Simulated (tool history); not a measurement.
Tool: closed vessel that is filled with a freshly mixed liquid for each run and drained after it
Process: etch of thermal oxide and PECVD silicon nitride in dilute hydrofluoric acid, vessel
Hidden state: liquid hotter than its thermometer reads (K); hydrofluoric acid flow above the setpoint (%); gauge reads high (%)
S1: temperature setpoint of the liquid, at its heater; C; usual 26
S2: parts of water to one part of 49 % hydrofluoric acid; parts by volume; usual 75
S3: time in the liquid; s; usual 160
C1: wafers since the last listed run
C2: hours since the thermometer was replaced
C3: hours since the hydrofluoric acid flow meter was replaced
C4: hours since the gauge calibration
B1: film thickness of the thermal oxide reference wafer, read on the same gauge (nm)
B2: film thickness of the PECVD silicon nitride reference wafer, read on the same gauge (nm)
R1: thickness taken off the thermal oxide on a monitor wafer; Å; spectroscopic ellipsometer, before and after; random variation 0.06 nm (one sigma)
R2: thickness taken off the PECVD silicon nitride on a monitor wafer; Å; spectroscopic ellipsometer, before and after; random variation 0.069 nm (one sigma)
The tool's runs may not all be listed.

run    hour    S1  S2   S3     C1     C2      C3      C4     B1     B2     R1     R2
  1       0    26  90  160      0  565.6  1806.1   308.5  79.98  60.04     89   66.5
  2    66.7    26  90  160   8340  632.3  1872.8   375.2  80.01  59.97   88.4   66.8
  3    91.3    26  75  160   3076  656.9  1897.4   399.8  80.01  60.05  110.5   78.3
  4   116.8    26  75  160   3188  682.4  1922.9   425.3  79.99  59.93  109.4   78.5
  5   179.6    26  75  160   7853  745.2  1985.7   488.1  79.99  60.04  110.9   81.8
  6   208.9    26  75  160   3663  774.5    2015   517.4  80.01  59.96  109.5   80.7
  7   277.8    26  75  160   8615  843.4  2083.9   586.3     80     60  110.9   80.8
  8   321.7    26  75  195   5489  887.3  2127.8   630.2  80.01  60.04  133.7   98.4
  9   382.8    26  75  195   7640  948.4  2188.9   691.3  80.02  60.05  135.6  100.1
      384.6  -- thermometer replaced
 10   444.9    26  45  160   7640   60.3    2251   753.4  80.01  59.96  185.4  123.9
 11   509.1    26  45  160   8028  124.5  2315.2   817.6  79.96  59.95  183.9  124.7
 12   553.8    26  75  160   5589  169.2  2359.9   862.3     80  60.01  106.2   76.9
 13   620.7    26  75  160   8365  236.1  2426.8   929.2  79.98  59.98  107.1   74.8
      650.6  -- hydrofluoric acid flow meter replaced
 14   670.2    26  75  160   6064  285.6    19.6   978.7  80.02     60  108.2   77.8
 15   731.7  29.5  65  100   7690  347.1    81.1  1040.2  80.02  60.01     90   69.6
      740.4  -- gauge calibrated
 16   767.9    28  75  235   4526  383.3   117.3    27.5     80  59.98  170.6  129.2
 17   797.3    26  75   95   3676  412.7   146.7    56.9  79.99  59.99   63.7   46.9
 18   830.1    26  75  210   4101  445.5   179.5    89.7     80  60.02  143.9  101.3
 19   860.8    23  45   80   3838  476.2   210.2   120.4  80.03  60.01   83.5   52.8
 20   926.8  22.5  75  110   8253  542.2   276.2   186.4  79.99  59.97   65.9   43.5
 21  1012.5    28  75   80  10716  627.9   361.9   272.1  80.01  59.99   58.9   44.6
 22  1045.5    26  75  160   4126  660.9   394.9   305.1     80  59.98  109.1   79.5
 23  1110.1  22.5  75  105   8078  725.5   459.5   369.7  80.02  60.01   62.4   41.4
 24  1149.7    28  75  235   4951  765.1   499.1   409.3  80.01  59.95  172.9  133.1
     1183.5  -- thermometer replaced
 25  1188.1    26  75  160   4676    4.6   537.5   447.7  79.99  60.06  105.2   74.7
 26  1246.9    26  75  160   7352   63.4   596.3   506.5  79.98  60.02  105.3   74.8
 27  1290.2  22.5  40  210   5414  106.7   639.6   549.8     80  59.95  237.8    146

3 ways to go on from here, each from the tool as it stands after run 27. What would each give?
  A  1290.9  26   85  160  87  107.4  640.3  550.5   ?   ?   ?   ?
  B  1290.9  26   65  235  87  107.4  640.3  550.5   ?   ?   ?   ?
  C  1290.9  26  110  235  87  107.4  640.3  550.5   ?   ?   ?   ?

run     B1     B2     R1     R2
  A  79.97  60.02   92.5     68
  B  79.97  60.02  182.5  130.3
  C  79.97  60.02  101.6   77.4
Without the tool's hidden state the same runs would have given:
run     R1     R2
  A   91.4   66.7
  B  180.2  127.7
  C  100.4   75.8

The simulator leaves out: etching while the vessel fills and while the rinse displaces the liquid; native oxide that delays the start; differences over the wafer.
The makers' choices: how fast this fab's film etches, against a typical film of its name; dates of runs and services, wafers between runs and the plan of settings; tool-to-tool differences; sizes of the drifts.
